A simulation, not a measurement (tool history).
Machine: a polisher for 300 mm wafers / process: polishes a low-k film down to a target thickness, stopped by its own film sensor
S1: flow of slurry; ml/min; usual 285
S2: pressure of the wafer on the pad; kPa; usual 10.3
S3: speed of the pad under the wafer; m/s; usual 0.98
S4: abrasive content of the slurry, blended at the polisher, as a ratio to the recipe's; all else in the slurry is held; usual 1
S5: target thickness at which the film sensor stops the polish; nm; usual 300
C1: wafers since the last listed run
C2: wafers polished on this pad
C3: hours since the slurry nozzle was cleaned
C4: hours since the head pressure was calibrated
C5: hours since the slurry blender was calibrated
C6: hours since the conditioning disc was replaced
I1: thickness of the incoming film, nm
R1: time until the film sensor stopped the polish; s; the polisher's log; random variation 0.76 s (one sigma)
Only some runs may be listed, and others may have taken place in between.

Run 1, hour 0: usual settings; C1 0; C2 96; C3 469.1; C4 880.4; C5 92.8; C6 89.1; I1 328.8. Result: R1 101.6 s.
At hour 20: slurry nozzle cleaned.
Run 2, hour 52.7: usual settings but S1 355 ml/min; C1 329; C2 426; C3 32.7; C4 933.1; C5 145.5; C6 141.8; I1 323.3. Result: R1 81.9 s.
Run 3, hour 108.4: usual settings but S1 355 ml/min; C1 354; C2 780; C3 88.4; C4 988.8; C5 201.2; C6 197.5; I1 329.5. Result: R1 104.7 s.
At hour 201.2: conditioning disc replaced and pad reconditioned, repeated, since the last time left the tool worse.
Run 4, hour 215.1: usual settings but S4 0.85; C1 666; C2 1447; C3 195.1; C4 1095.5; C5 307.9; C6 13.9; I1 327.3. Result: R1 95.7 s.
At hour 230: head pressure recalibrated.
Run 5, hour 272.6: usual settings but S4 0.85; C1 353; C2 1801; C3 252.6; C4 42.6; C5 365.4; C6 71.4; I1 329.7. Result: R1 103.8 s.
Run 6, hour 347: usual settings but S4 0.85; C1 473; C2 2274; C3 327; C4 117; C5 439.8; C6 145.8; I1 329.2. Result: R1 103.1 s.
At hour 382.8: slurry blender recalibrated.
At hour 390.8: slurry nozzle cleaned.
At hour 426.2: worn pad replaced by a new one.
Run 7, hour 426.7: usual settings; C1 462; C2 3; C3 35.9; C4 196.7; C5 43.9; C6 225.5; I1 330.8. Result: R1 96.8 s.
Run 8, hour 491.1: usual settings; C1 410; C2 413; C3 100.3; C4 261.1; C5 108.3; C6 289.9; I1 329.8. Result: R1 96.4 s.
Run 9, hour 631.3: usual settings but S1 325 ml/min, S3 1.08 m/s; C1 892; C2 1306; C3 240.5; C4 401.3; C5 248.5; C6 430.1; I1 327.9. Result: R1 84 s.
At hour 652: conditioning disc replaced and pad reconditioned.
Run 10, hour 718.1: usual settings but S1 325 ml/min, S3 1.08 m/s; C1 540; C2 1846; C3 327.3; C4 488.1; C5 335.3; C6 66.1; I1 330.7. Result: R1 87.6 s.
Run 11, hour 766.2: usual settings but S3 1.14 m/s, S4 1.1; C1 306; C2 2152; C3 375.4; C4 536.2; C5 383.4; C6 114.2; I1 327.1. Result: R1 69.4 s.
At hour 784.7: slurry nozzle cleaned.
Run 12, hour 806.5: usual settings but S3 1.3 m/s; C1 250; C2 2403; C3 21.8; C4 576.5; C5 423.7; C6 154.5; I1 329.9. Result: R1 74.3 s.
At hour 850.9: slurry blender recalibrated.
At hour 879.2: worn pad replaced by a new one.
Run 13, hour 886.7: usual settings but S2 7.6 kPa; C1 472; C2 47; C3 102; C4 656.7; C5 35.8; C6 234.7; I1 335. Result: R1 148.9 s.
Run 14, hour 961.8: usual settings but S2 8.3 kPa; C1 478; C2 525; C3 177.1; C4 731.8; C5 110.9; C6 309.8; I1 332.3. Result: R1 127.7 s.
Run 15, hour 1068.3: usual settings but S1 185 ml/min, S2 11.7 kPa, S4 1.15; C1 678; C2 1204; C3 283.6; C4 838.3; C5 217.4; C6 416.3; I1 330.4. Result: R1 83.7 s.
At hour 1129: conditioning disc replaced and pad reconditioned.
Run 16, hour 1139.5: usual settings but S1 310 ml/min, S2 12.4 kPa, S5 303 nm; C1 440; C2 1644; C3 354.8; C4 909.5; C5 288.6; C6 10.5; I1 328.8. Result: R1 66 s.
At hour 1157.5: slurry nozzle cleaned.
Run 17, hour 1200.6: usual settings; C1 382; C2 2027; C3 43.1; C4 970.6; C5 349.7; C6 71.6; I1 332.7. Result: R1 99.6 s.
Run 18, hour 1253.8: usual settings; C1 338; C2 2366; C3 96.3; C4 1023.8; C5 402.9; C6 124.8; I1 334. Result: R1 106.8 s.
At hour 1261.6: worn pad replaced by a new one.
At hour 1275.6: slurry blender recalibrated.
Run 19, hour 1322.3: usual settings but S3 0.84 m/s, S5 294 nm; C1 398; C2 373; C3 164.8; C4 1092.3; C5 46.7; C6 193.3; I1 333.2. Result: R1 139.1 s.
At hour 1557.5: head pressure recalibrated.
Run 20, hour 1577.4: usual settings but S3 1.12 m/s; C1 1611; C2 1985; C3 419.9; C4 19.9; C5 301.8; C6 448.4; I1 332.5. Result: R1 98.6 s.
At hour 1589.6: conditioning disc replaced and pad reconditioned.
At hour 1627: slurry nozzle cleaned.
Run 21, hour 1632.2: usual settings but S5 308 nm; C1 329; C2 2315; C3 5.2; C4 74.7; C5 356.6; C6 42.6; I1 327. Result: R1 57.7 s.
Run 22, hour 1672.5: usual settings but S3 0.8 m/s, S5 293 nm; C1 256; C2 2572; C3 45.5; C4 115; C5 396.9; C6 82.9; I1 329.9. Result: R1 134.5 s.
At hour 1713.5: slurry blender recalibrated.
Run 23, hour 1714: usual settings but S2 11.7 kPa, S5 297 nm; C1 251; C2 2823; C3 87; C4 156.5; C5 0.5; C6 124.4; I1 331. Result: R1 93.5 s.
At hour 1722.5: worn pad replaced by a new one.
Run 24, hour 1751.2: usual settings but S1 350 ml/min; C1 211; C2 182; C3 124.2; C4 193.7; C5 37.7; C6 161.6; I1 333.2. Result: R1 102.7 s.

Here are 5 independent what-if runs from the current tool condition. What would each one return?
Run A, hour 1751.6: usual settings; C1 2; C2 185; C3 124.6; C4 194.1; C5 38.1; C6 162; I1 322.1. Result: R1 ?.
Run B, hour 1751.6: usual settings but S3 0.78 m/s; C1 2; C2 185; C3 124.6; C4 194.1; C5 38.1; C6 162; I1 322.1. Result: R1 ?.
Run C, hour 1751.6: usual settings but S1 340 ml/min, S2 8.3 kPa, S5 291 nm; C1 2; C2 185; C3 124.6; C4 194.1; C5 38.1; C6 162; I1 322.1. Result: R1 ?.
Run D, hour 1751.6: usual settings but S1 250 ml/min, S2 13.8 kPa, S4 0.8; C1 2; C2 185; C3 124.6; C4 194.1; C5 38.1; C6 162; I1 322.1. Result: R1 ?.
Run E, hour 1751.6: usual settings but S2 6.9 kPa; C1 2; C2 185; C3 124.6; C4 194.1; C5 38.1; C6 162; I1 322.1. Result: R1 ?.

run     R1
  A   68.8
  B     82
  C  118.2
  D   65.3
  E  100.7
With no hidden state in the tool, these same runs would have given:
run     R1
  A   66.1
  B   79.4
  C  114.4
  D   62.1
  E   97.8
